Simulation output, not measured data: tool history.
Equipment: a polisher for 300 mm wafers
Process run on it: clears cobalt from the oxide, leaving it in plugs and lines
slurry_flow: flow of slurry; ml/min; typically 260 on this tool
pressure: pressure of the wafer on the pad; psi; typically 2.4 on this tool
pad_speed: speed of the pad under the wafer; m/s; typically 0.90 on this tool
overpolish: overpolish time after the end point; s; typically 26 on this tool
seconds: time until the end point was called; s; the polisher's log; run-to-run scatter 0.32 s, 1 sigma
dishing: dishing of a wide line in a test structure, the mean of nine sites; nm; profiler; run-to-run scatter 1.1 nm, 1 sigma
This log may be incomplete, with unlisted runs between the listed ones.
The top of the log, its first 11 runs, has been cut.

run    hour  slurry_flow  pressure  pad_speed  overpolish  wafers since the last listed run  wafers polished on this pad  hours since the slurry nozzle was cleaned  hours since the head pressure was calibrated  incoming thickness of the incoming film, nm  seconds  dishing
      496.6  -- worn pad replaced by a new one
 12   522.4          300       1.7       1.02          38                               311                          277                                      492.0                                         204.2                                        160.3     25.4     67.6
 13   576.8          260       3.1       1.16          31                               585                          863                                      546.4                                         258.6                                        159.6     15.2     66.6
      586.4  -- slurry nozzle cleaned
 14   619.7          260       2.4       0.90          26                               451                         1314                                       33.3                                         301.5                                        163.2     24.4     63.5
 15   654.6          200       2.9       0.78          11                               375                         1690                                       68.2                                         336.4                                        160.9     24.7     46.4
 16   709.3          260       2.1       0.90          26                               589                         2279                                      122.9                                         391.1                                        157.9     25.3     62.5
 17   769.7          260       2.4       0.90          26                               650                         2930                                      183.3                                         451.5                                        157.4     23.1     62.2
 18   823.8          330       2.4       0.90          26                               582                         3512                                      237.4                                         505.6                                        158.2     22.6     65.7
      838.2  -- head pressure recalibrated, repeated, since the last time left the tool worse
 19   895.0          235       2.4       1.00          33                               745                         4258                                      308.6                                          56.8                                        159.7     23.3     66.5
 20   933.2          260       2.0       0.90          41                               411                         4669                                      346.8                                          95.0                                        161.2     29.0     67.0
 21   971.1          260       2.4       0.90          26                               408                         5077                                      384.7                                         132.9                                        159.2     25.5     63.3
     1031.0  -- worn pad replaced by a new one
 22  1032.7          260       2.4       0.90          14                               620                           18                                      446.3                                         194.5                                        159.9     25.1     50.3
     1051.3  -- slurry nozzle cleaned
 23  1060.3          260       2.7       0.90          26                               286                          304                                        9.0                                         222.1                                        156.5     23.1     65.0
 24  1125.4          260       2.4       1.06          15                               701                         1005                                       74.1                                         287.2                                        157.4     21.1     56.1
 25  1197.2          260       2.4       0.90          26                               773                         1779                                      145.9                                         359.0                                        159.5     25.2     61.2
 26  1254.1          260       2.4       1.10          26                               612                         2392                                      202.8                                         415.9                                        161.8     21.1     64.7
 27  1323.0          325       2.2       0.90          26                               742                         3134                                      271.7                                         484.8                                        161.3     25.8     63.3
 28  1476.1          315       2.4       0.90          26                              1648                         4783                                      424.8                                         637.9                                        161.4     24.2     61.4
     1490.7  -- head pressure recalibrated
     1493.7  -- worn pad replaced by a new one
 29  1538.4          260       2.7       0.90          26                               617                          481                                      487.1                                          47.7                                        162.7     24.4     62.2
     1574.3  -- slurry nozzle cleaned
 30  1605.1          305       2.4       1.16          20                               707                         1189                                       30.8                                         114.4                                        161.2     19.7     64.2
 31  1632.0          260       2.4       0.90          31                               289                         1479                                       57.7                                         141.3                                        157.5     25.3     66.4
 32  1668.7          325       1.8       0.70          20                               395                         1874                                       94.4                                         178.0                                        161.3     39.5     50.0
 33  1696.1          175       1.8       1.08          26                               295                         2169                                      121.8                                         205.4                                        160.3     27.2     64.8
 34  1746.4          325       2.4       1.18          15                               541                         2711                                      172.1                                         255.7                                        163.3     19.4     57.9

Alternative continuations, all from the tool just after run 34; predict every row:
  A  1746.8          260       2.4       0.90          26                                 4                         2715                                      172.5                                         256.1                                        163.0        ?        ?
  B  1746.8          260       2.2       0.98          31                                 4                         2715                                      172.5                                         256.1                                        163.0        ?        ?
  C  1746.8          260       2.4       0.90          15                                 4                         2715                                      172.5                                         256.1                                        163.0        ?        ?
  D  1746.8          295       2.7       0.74          36                                 4                         2715                                      172.5                                         256.1                                        163.0        ?        ?

run  seconds  dishing
  A     26.0     63.7
  B     25.3     66.1
  C     26.0     53.1
  D     28.8     66.4
Without the tool's unlogged condition, the same runs would have read:
run  seconds  dishing
  A     26.3     63.5
  B     25.5     66.0
  C     26.3     52.8
  D     29.1     66.3

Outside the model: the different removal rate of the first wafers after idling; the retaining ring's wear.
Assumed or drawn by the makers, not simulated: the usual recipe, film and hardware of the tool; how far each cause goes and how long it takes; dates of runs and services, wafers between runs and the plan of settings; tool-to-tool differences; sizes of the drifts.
